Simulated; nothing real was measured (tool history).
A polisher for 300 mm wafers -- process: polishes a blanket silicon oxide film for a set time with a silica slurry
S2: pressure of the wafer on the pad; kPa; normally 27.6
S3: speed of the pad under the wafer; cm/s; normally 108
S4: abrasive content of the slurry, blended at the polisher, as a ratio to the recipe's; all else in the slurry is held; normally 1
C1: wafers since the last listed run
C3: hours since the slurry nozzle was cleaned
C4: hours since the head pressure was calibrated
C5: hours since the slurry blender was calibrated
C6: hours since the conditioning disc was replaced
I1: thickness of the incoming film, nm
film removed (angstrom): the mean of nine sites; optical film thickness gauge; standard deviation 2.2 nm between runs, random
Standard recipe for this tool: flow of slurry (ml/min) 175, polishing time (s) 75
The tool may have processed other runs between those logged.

Run 1, day 0: usual settings; C1 0; wafers polished on this pad 171; C3 749.4; C4 624; C5 191.5; C6 142.2; I1 1216.4. Result: film removed (angstrom) 2466.
At day 1.746: slurry nozzle cleaned.
Run 2, day 3.658: usual settings; C1 1081; wafers polished on this pad 1252; C3 45.9; C4 711.8; C5 279.3; C6 230; I1 1202. Result: film removed (angstrom) 2457.
Run 3, day 4.375: usual settings but flow of slurry (ml/min) 130, S2 18.6 kPa, S3 126 cm/s, polishing time (s) 91; C1 214; wafers polished on this pad 1467; C3 63.1; C4 729; C5 296.5; C6 247.2; I1 1216. Result: film removed (angstrom) 2131.
At day 5.038: head pressure recalibrated.
Run 4, day 5.358: usual settings but polishing time (s) 61; C1 269; wafers polished on this pad 1736; C3 86.7; C4 7.7; C5 320.1; C6 270.8; I1 1218.3. Result: film removed (angstrom) 1993.
Run 5, day 6.375: usual settings; C1 303; wafers polished on this pad 2040; C3 111.1; C4 32.1; C5 344.5; C6 295.2; I1 1229.3. Result: film removed (angstrom) 2423.
At day 7.133: conditioning disc replaced and pad reconditioned.
Run 6, day 7.767: usual settings but flow of slurry (ml/min) 145, polishing time (s) 51; C1 391; wafers polished on this pad 2431; C3 144.5; C4 65.5; C5 377.9; C6 15.2; I1 1211.8. Result: film removed (angstrom) 1799.
Run 7, day 8.396: usual settings but S2 35.9 kPa, S4 0.75, polishing time (s) 89; C1 188; wafers polished on this pad 2619; C3 159.6; C4 80.6; C5 393; C6 30.3; I1 1223. Result: film removed (angstrom) 3314.
At day 9.129: slurry blender recalibrated.
Run 8, day 9.608: usual settings but flow of slurry (ml/min) 205, S2 18.6 kPa, polishing time (s) 96; C1 337; wafers polished on this pad 2956; C3 188.7; C4 109.7; C5 11.5; C6 59.4; I1 1209.4. Result: film removed (angstrom) 2332.
At day 10.471: worn pad replaced by a new one, of another model than before.
Run 9, day 10.492: usual settings but S2 24.1 kPa, S3 78 cm/s, S4 0.7, polishing time (s) 94; C1 214; wafers polished on this pad 6; C3 209.9; C4 130.9; C5 32.7; C6 80.6; I1 1223.7. Result: film removed (angstrom) 1745.
Run 10, day 11.238: usual settings but S3 138 cm/s; C1 222; wafers polished on this pad 229; C3 227.8; C4 148.8; C5 50.6; C6 98.5; I1 1222.6. Result: film removed (angstrom) 3047.
Run 11, day 12.025: usual settings; C1 235; wafers polished on this pad 464; C3 246.7; C4 167.7; C5 69.5; C6 117.4; I1 1200.2. Result: film removed (angstrom) 2526.
Run 12, day 12.588: usual settings but S2 33.8 kPa, S3 140 cm/s; C1 168; wafers polished on this pad 633; C3 260.2; C4 181.2; C5 83; C6 130.9; I1 1212.7. Result: film removed (angstrom) 3540.
Run 13, day 13.688: usual settings; C1 328; wafers polished on this pad 961; C3 286.6; C4 207.6; C5 109.4; C6 157.3; I1 1217.3. Result: film removed (angstrom) 2535.
Run 14, day 14.346: usual settings; C1 196; wafers polished on this pad 1158; C3 302.4; C4 223.4; C5 125.2; C6 173.1; I1 1226.3. Result: film removed (angstrom) 2494.
Run 15, day 15.271: usual settings; C1 276; wafers polished on this pad 1435; C3 324.6; C4 245.6; C5 147.4; C6 195.3; I1 1232.3. Result: film removed (angstrom) 2510.
Run 16, day 16.204: usual settings but flow of slurry (ml/min) 125, S3 74 cm/s, S4 0.7, polishing time (s) 95; C1 278; wafers polished on this pad 1714; C3 347; C4 268; C5 169.8; C6 217.7; I1 1222.6. Result: film removed (angstrom) 1770.
Run 17, day 17.133: usual settings but flow of slurry (ml/min) 130, S3 144 cm/s, S4 0.7, polishing time (s) 101; C1 277; wafers polished on this pad 1991; C3 369.3; C4 290.3; C5 192.1; C6 240; I1 1223.6. Result: film removed (angstrom) 2985.
Run 18, day 18.421: usual settings but S2 36.5 kPa, S3 72 cm/s, S4 1.2, polishing time (s) 61; C1 384; wafers polished on this pad 2376; C3 400.2; C4 321.2; C5 223; C6 270.9; I1 1240.1. Result: film removed (angstrom) 2086.
Run 19, day 19.129: usual settings but flow of slurry (ml/min) 230, S4 1.1; C1 211; wafers polished on this pad 2588; C3 417.2; C4 338.2; C5 240; C6 287.9; I1 1217.8. Result: film removed (angstrom) 2626.
At day 19.317: worn pad replaced by a new one.
Run 20, day 20.425: usual settings; C1 337; wafers polished on this pad 331; C3 448.3; C4 369.3; C5 271.1; C6 319; I1 1211.2. Result: film removed (angstrom) 2475.
Run 21, day 21.575: usual settings but flow of slurry (ml/min) 120, S4 0.85; C1 343; wafers polished on this pad 674; C3 475.9; C4 396.9; C5 298.7; C6 346.6; I1 1229.8. Result: film removed (angstrom) 2159.
At day 22.746: conditioning disc replaced and pad reconditioned.
Run 22, day 22.767: usual settings but S4 0.8, polishing time (s) 60; C1 331; wafers polished on this pad 1006; C3 504.5; C4 425.5; C5 327.3; C6 0.5; I1 1228.9. Result: film removed (angstrom) 1809.
Run 23, day 25.325: usual settings; C1 764; wafers polished on this pad 1770; C3 565.9; C4 486.9; C5 388.7; C6 61.9; I1 1231.8. Result: film removed (angstrom) 2526.
Run 24, day 26.271: usual settings but flow of slurry (ml/min) 130, S2 30.3 kPa, S4 0.8; C1 282; wafers polished on this pad 2053; C3 588.6; C4 509.6; C5 411.4; C6 84.6; I1 1198.1. Result: film removed (angstrom) 2269.
At day 27.133: slurry blender recalibrated.
Run 25, day 27.2: usual settings; C1 252; wafers polished on this pad 2306; C3 610.9; C4 531.9; C5 1.6; C6 106.9; I1 1201.6. Result: film removed (angstrom) 2492.

Below, each run's measurement less what the same run would have read without the hidden state. Both values contain the same run-to-run variation, but the gauge's scatter may not be the same in both:
Hidden conditions of the tool in this case: removal rate lost through wear of the pad, %; slurry flow missing at the pad, %; deviation of the head's pressure from its setpoint, %; abrasive missing from the slurry, %; time polished since the conditioner stopped cutting, s.
run  film removed (angstrom)
  1                     -242
  2                     -282
  3                     -194
  4                     -237
  5                     -293
  6                      -25
  7                     -110
  8                      -73
  9                      -66
 10                     -239
 11                     -177
 12                     -382
 13                     -207
 14                     -213
 15                     -224
 16                     -120
 17                     -365
 18                     -181
 19                     -265
 20                     -254
 21                     -226
 22                      -41
 23                     -168
 24                     -189
 25                     -217

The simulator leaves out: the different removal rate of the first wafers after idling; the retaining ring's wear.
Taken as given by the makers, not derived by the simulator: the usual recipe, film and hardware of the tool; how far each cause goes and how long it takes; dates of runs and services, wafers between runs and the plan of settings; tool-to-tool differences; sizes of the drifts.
